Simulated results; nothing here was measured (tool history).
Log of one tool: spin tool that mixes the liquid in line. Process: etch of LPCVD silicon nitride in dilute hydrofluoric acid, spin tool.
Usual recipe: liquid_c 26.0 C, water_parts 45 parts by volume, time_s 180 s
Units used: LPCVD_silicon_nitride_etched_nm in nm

run	hour	liquid_c	water_parts	time_s	wafers since the last listed run	hours since the thermometer was replaced	hours since the hydrofluoric acid flow meter was replaced	hours since the gauge calibration	read-back film thickness of the LPCVD silicon nitride reference wafer, read on the same gauge (nm)	LPCVD_silicon_nitride_etched_nm
1	0.0	26.0	45	180	0	2465.6	1518.0	1272.5	80.003	2.344
2	15.8	26.0	45	245	148	2481.4	1533.8	1288.3	80.016	3.188
3	49.1	26.0	45	180	313	2514.7	1567.1	1321.6	79.983	2.292
# hour 65.3: gauge calibrated
4	73.9	26.0	45	180	233	2539.5	1591.9	8.6	80.009	2.360
5	93.2	26.0	45	180	181	2558.8	1611.2	27.9	80.017	2.427
6	111.2	26.0	45	180	169	2576.8	1629.2	45.9	80.011	2.362
7	125.0	26.0	45	180	130	2590.6	1643.0	59.7	80.003	2.393
8	149.2	26.0	45	180	228	2614.8	1667.2	83.9	79.997	2.357
9	179.1	26.0	45	180	281	2644.7	1697.1	113.8	80.008	2.395
10	196.4	26.0	45	180	163	2662.0	1714.4	131.1	80.024	2.386
11	277.4	29.0	45	105	763	2743.0	1795.4	212.1	79.994	1.703
12	296.2	22.5	45	180	177	2761.8	1814.2	230.9	80.002	1.852
13	314.8	30.0	55	180	175	2780.4	1832.8	249.5	80.012	2.494
14	347.8	21.5	40	235	310	2813.4	1865.8	282.5	79.990	2.653
15	373.5	30.0	55	180	242	2839.1	1891.5	308.2	79.980	2.611
16	404.4	23.0	35	75	291	2870.0	1922.4	339.1	80.001	1.052
17	478.5	23.0	35	75	698	2944.1	1996.5	413.2	79.990	1.053
18	503.0	29.5	45	180	230	2968.6	2021.0	437.7	80.003	2.990
19	520.5	26.0	45	180	164	2986.1	2038.5	455.2	80.005	2.343
# hour 536.2: hydrofluoric acid flow meter replaced
20	536.7	24.5	40	215	143	3002.3	0.5	471.4	80.018	2.643
# hour 552.9: thermometer replaced
21	554.2	26.0	45	180	155	1.3	18.0	488.9	79.979	2.169
22	576.1	26.0	45	115	206	23.2	39.9	510.8	80.024	1.400
23	626.3	26.0	45	180	472	73.4	90.1	561.0	79.996	2.197
24	646.1	26.0	45	180	186	93.2	109.9	580.8	79.994	2.155
25	685.2	21.0	45	75	368	132.3	149.0	619.9	79.985	0.639
26	763.2	26.0	45	180	734	210.3	227.0	697.9	79.993	2.209
27	791.9	26.0	45	180	270	239.0	255.7	726.6	80.006	2.176
28	825.2	29.0	30	260	313	272.3	289.0	759.9	80.008	5.781
29	838.1	31.0	55	115	121	285.2	301.9	772.8	80.006	1.570
30	856.6	24.5	45	95	174	303.7	320.4	791.3	80.007	1.034
31	889.7	28.5	30	275	311	336.8	353.5	824.4	79.986	5.983
32	907.0	30.0	40	125	163	354.1	370.8	841.7	79.995	2.247
33	927.2	22.0	25	180	190	374.3	391.0	861.9	79.999	2.949

Consider 3 possible next runs. They are alternatives, not a sequence: every one starts from the tool as it was left by run 33. What does each give?
A	927.7	26.0	45	180	4	374.8	391.5	862.4	?	?
B	927.7	31.0	45	180	4	374.8	391.5	862.4	?	?
C	927.7	21.5	45	180	4	374.8	391.5	862.4	?	?

run	read-back film thickness of the LPCVD silicon nitride reference wafer, read on the same gauge (nm)	LPCVD_silicon_nitride_etched_nm
A	79.994	2.225
B	79.994	3.086
C	79.994	1.640
What these runs would have given with no unlogged condition in the tool:
run	LPCVD_silicon_nitride_etched_nm
A	2.150
B	2.981
C	1.585
